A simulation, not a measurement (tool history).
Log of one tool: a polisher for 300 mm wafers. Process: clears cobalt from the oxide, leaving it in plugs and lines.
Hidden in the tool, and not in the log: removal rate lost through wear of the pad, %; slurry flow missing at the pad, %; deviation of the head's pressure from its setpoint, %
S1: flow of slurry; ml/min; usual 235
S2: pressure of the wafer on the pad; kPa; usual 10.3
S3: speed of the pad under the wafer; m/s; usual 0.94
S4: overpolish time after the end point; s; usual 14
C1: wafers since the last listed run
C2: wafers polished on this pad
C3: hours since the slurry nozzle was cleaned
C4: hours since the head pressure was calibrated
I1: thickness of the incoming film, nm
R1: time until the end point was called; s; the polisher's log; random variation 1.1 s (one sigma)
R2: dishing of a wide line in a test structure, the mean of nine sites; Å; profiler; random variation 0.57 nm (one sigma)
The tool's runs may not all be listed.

Run 1, hour 0: usual settings but S4 18 s; C1 0; C2 1301; C3 491; C4 586; I1 239.8. Result: R1 79.7 s, R2 374 Å.
At hour 3.1: worn pad replaced by a new one.
Run 2, hour 44.8: usual settings but S4 18 s; C1 327; C2 327; C3 535.8; C4 630.8; I1 240.1. Result: R1 67.8 s, R2 413 Å.
Run 3, hour 57.9: usual settings but S4 18 s; C1 103; C2 430; C3 548.9; C4 643.9; I1 243.2. Result: R1 68.4 s, R2 407 Å.
Run 4, hour 65.5: usual settings but S1 215 ml/min, S2 13.1 kPa; C1 59; C2 490; C3 556.5; C4 651.5; I1 240.5. Result: R1 56.6 s, R2 392 Å.
Run 5, hour 72.3: usual settings; C1 53; C2 544; C3 563.3; C4 658.3; I1 239.1. Result: R1 69.3 s, R2 351 Å.
Run 6, hour 83.9: usual settings; C1 91; C2 635; C3 574.9; C4 669.9; I1 238.6. Result: R1 70.3 s, R2 349 Å.
Run 7, hour 99.5: usual settings; C1 122; C2 758; C3 590.5; C4 685.5; I1 241.5. Result: R1 69.8 s, R2 345 Å.
Run 8, hour 152.9: usual settings; C1 419; C2 1177; C3 643.9; C4 738.9; I1 235.8. Result: R1 75.7 s, R2 314 Å.
Run 9, hour 166.7: usual settings but S4 19 s; C1 108; C2 1286; C3 657.7; C4 752.7; I1 236.3. Result: R1 78 s, R2 388 Å.
At hour 168.2: slurry nozzle cleaned.
At hour 176.7: worn pad replaced by a new one.
Run 10, hour 181.3: usual settings but S4 19 s; C1 75; C2 35; C3 13.1; C4 767.3; I1 239.5. Result: R1 67 s, R2 423 Å.
Run 11, hour 196: usual settings but S4 19 s; C1 115; C2 151; C3 27.8; C4 782; I1 240.8. Result: R1 66.2 s, R2 423 Å.
Run 12, hour 204.4: usual settings; C1 66; C2 217; C3 36.2; C4 790.4; I1 236.5. Result: R1 66 s, R2 357 Å.
Run 13, hour 219.8: usual settings; C1 121; C2 338; C3 51.6; C4 805.8; I1 237. Result: R1 66.4 s, R2 350 Å.
Run 14, hour 225.9: usual settings; C1 47; C2 386; C3 57.7; C4 811.9; I1 241.6. Result: R1 68.1 s, R2 356 Å.
Run 15, hour 241.4: usual settings; C1 121; C2 508; C3 73.2; C4 827.4; I1 243.4. Result: R1 69.5 s, R2 357 Å.
At hour 253.4: head pressure recalibrated.
Run 16, hour 254.4: usual settings; C1 86; C2 595; C3 86.2; C4 1; I1 240.1. Result: R1 68.3 s, R2 345 Å.
Run 17, hour 270.2: usual settings but S1 265 ml/min, S2 13.1 kPa; C1 124; C2 719; C3 102; C4 16.8; I1 241.8. Result: R1 54.3 s, R2 404 Å.
Run 18, hour 307.6: usual settings but S1 165 ml/min; C1 294; C2 1013; C3 139.4; C4 54.2; I1 239.4. Result: R1 77.2 s, R2 326 Å.
Run 19, hour 319.3: usual settings; C1 92; C2 1105; C3 151.1; C4 65.9; I1 243.7. Result: R1 75.8 s, R2 324 Å.
Run 20, hour 325.4: usual settings; C1 47; C2 1153; C3 157.2; C4 72; I1 240.1. Result: R1 74.7 s, R2 326 Å.
Run 21, hour 339.5: usual settings but S1 205 ml/min, S2 8.3 kPa, S3 1.06 m/s, S4 20 s; C1 110; C2 1264; C3 171.3; C4 86.1; I1 236.7. Result: R1 86.5 s, R2 378 Å.
At hour 347.9: worn pad replaced by a new one.
Run 22, hour 352.4: usual settings but S3 1.02 m/s; C1 69; C2 35; C3 184.2; C4 99; I1 244.3. Result: R1 64.1 s, R2 383 Å.
Run 23, hour 364.9: usual settings but S1 175 ml/min, S2 7.6 kPa, S3 1.14 m/s, S4 7 s; C1 98; C2 133; C3 196.7; C4 111.5; I1 241.5. Result: R1 81 s, R2 174 Å.
Run 24, hour 381.9: usual settings but S3 0.62 m/s; C1 133; C2 267; C3 213.7; C4 128.5; I1 243.9. Result: R1 92.7 s, R2 279 Å.
Run 25, hour 395.6: usual settings but S1 155 ml/min, S4 18 s; C1 107; C2 374; C3 227.4; C4 142.2; I1 235.5. Result: R1 71.7 s, R2 406 Å.
Run 26, hour 403.4: usual settings but S1 185 ml/min, S2 8.3 kPa, S3 0.72 m/s, S4 19 s; C1 61; C2 436; C3 235.2; C4 150; I1 237.8. Result: R1 104.7 s, R2 323 Å.
Run 27, hour 411.8: usual settings but S1 305 ml/min; C1 66; C2 502; C3 243.6; C4 158.4; I1 239.3. Result: R1 65.3 s, R2 354 Å.
Run 28, hour 427.1: usual settings but S2 6.9 kPa, S3 0.8 m/s, S4 20 s; C1 120; C2 622; C3 258.9; C4 173.7; I1 242.7. Result: R1 117.5 s, R2 317 Å.
Run 29, hour 433.8: usual settings but S4 22 s; C1 52; C2 675; C3 265.6; C4 180.4; I1 239.5. Result: R1 70.2 s, R2 466 Å.
Run 30, hour 446.1: usual settings but S1 200 ml/min; C1 96; C2 772; C3 277.9; C4 192.7; I1 241.1. Result: R1 70 s, R2 333 Å.
Run 31, hour 462.1: usual settings but S1 260 ml/min, S3 1.12 m/s; C1 125; C2 897; C3 293.9; C4 208.7; I1 242.3. Result: R1 60.3 s, R2 372 Å.
Run 32, hour 478.7: usual settings; C1 130; C2 1028; C3 310.5; C4 225.3; I1 243.7. Result: R1 74.5 s, R2 334 Å.

Forecast each of these 4 alternatives for the next run:
Run A, hour 479.1: usual settings but S3 0.7 m/s; C1 3; C2 1031; C3 310.9; C4 225.7; I1 240.8. Result: R1 ?, R2 ?.
Run B, hour 479.1: usual settings but S3 1.04 m/s; C1 3; C2 1031; C3 310.9; C4 225.7; I1 240.8. Result: R1 ?, R2 ?.
Run C, hour 479.1: usual settings but S4 6 s; C1 3; C2 1031; C3 310.9; C4 225.7; I1 240.8. Result: R1 ?, R2 ?.
Run D, hour 479.1: usual settings but S1 305 ml/min, S2 9 kPa, S3 1.14 m/s, S4 18 s; C1 3; C2 1031; C3 310.9; C4 225.7; I1 240.8. Result: R1 ?, R2 ?.

run    R1   R2
  A  92.5  282
  B  68.5  351
  C  74.2  169
  D  71.4  403
Without the tool's hidden state the same runs would have given:
run    R1   R2
  A  83.5  305
  B  61.8  376
  C  66.9  184
  D  64.4  430
